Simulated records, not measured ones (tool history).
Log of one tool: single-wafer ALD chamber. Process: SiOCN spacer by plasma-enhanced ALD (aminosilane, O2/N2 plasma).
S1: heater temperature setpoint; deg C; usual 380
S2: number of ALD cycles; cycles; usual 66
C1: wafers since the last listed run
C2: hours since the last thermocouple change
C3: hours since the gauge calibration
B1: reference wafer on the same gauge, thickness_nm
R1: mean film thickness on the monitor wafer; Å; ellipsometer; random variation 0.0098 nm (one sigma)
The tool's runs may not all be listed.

| run | hour | S1 | S2 | C1 | C2 | C3 | B1 | R1 |
|---|---|---|---|---|---|---|---|---|
| 1 | 0.0 | 391 | 74 | 0 | 1334.3 | 67.9 | 4.094 | 43.67 |
| 2 | 10.2 | 380 | 74 | 58 | 1344.5 | 78.1 | 4.093 | 43.78 |
| 3 | 22.9 | 386 | 66 | 73 | 1357.2 | 90.8 | 4.091 | 38.83 |
| 4 | 35.2 | 386 | 66 | 70 | 1369.5 | 103.1 | 4.088 | 39.02 |
| 5 | 41.4 | 392 | 66 | 35 | 1375.7 | 109.3 | 4.090 | 38.81 |
| 6 | 56.1 | 380 | 66 | 84 | 1390.4 | 124.0 | 4.085 | 38.93 |
|  | 69.7 | thermocouple changed; heater temperature recalibrated |
| 7 | 70.2 | 380 | 66 | 35 | 0.5 | 138.1 | 4.082 | 38.98 |
| 8 | 87.1 | 380 | 66 | 97 | 17.4 | 155.0 | 4.078 | 38.89 |
| 9 | 100.2 | 385 | 66 | 75 | 30.5 | 168.1 | 4.074 | 38.82 |
| 10 | 110.4 | 369 | 57 | 58 | 40.7 | 178.3 | 4.072 | 33.49 |
| 11 | 122.7 | 394 | 70 | 70 | 53.0 | 190.6 | 4.068 | 41.08 |
| 12 | 138.9 | 380 | 66 | 93 | 69.2 | 206.8 | 4.063 | 38.70 |
| 13 | 146.8 | 394 | 61 | 45 | 77.1 | 214.7 | 4.060 | 35.74 |
|  | 153.0 | gauge calibrated |
| 14 | 155.3 | 380 | 60 | 49 | 85.6 | 2.3 | 4.101 | 35.54 |
| 15 | 169.3 | 368 | 57 | 80 | 99.6 | 16.3 | 4.102 | 33.56 |
| 16 | 185.9 | 395 | 62 | 95 | 116.2 | 32.9 | 4.103 | 36.64 |
| 17 | 197.5 | 395 | 53 | 66 | 127.8 | 44.5 | 4.101 | 31.32 |
| 18 | 206.3 | 380 | 66 | 50 | 136.6 | 53.3 | 4.099 | 38.93 |

Forecast each of these 5 alternatives for the next run:
| A | 206.8 | 376 | 66 | 2 | 137.1 | 53.8 | ? | ? |
| B | 206.8 | 370 | 72 | 2 | 137.1 | 53.8 | ? | ? |
| C | 206.8 | 388 | 66 | 2 | 137.1 | 53.8 | ? | ? |
| D | 206.8 | 372 | 59 | 2 | 137.1 | 53.8 | ? | ? |
| E | 206.8 | 370 | 74 | 2 | 137.1 | 53.8 | ? | ? |

| run | B1 | R1 |
|---|---|---|
| A | 4.100 | 39.07 |
| B | 4.100 | 42.62 |
| C | 4.100 | 39.07 |
| D | 4.100 | 34.92 |
| E | 4.100 | 43.80 |
Without the tool's hidden state the same runs would have given:
| run | R1 |
|---|---|
| A | 39.07 |
| B | 42.62 |
| C | 39.07 |
| D | 34.92 |
| E | 43.80 |
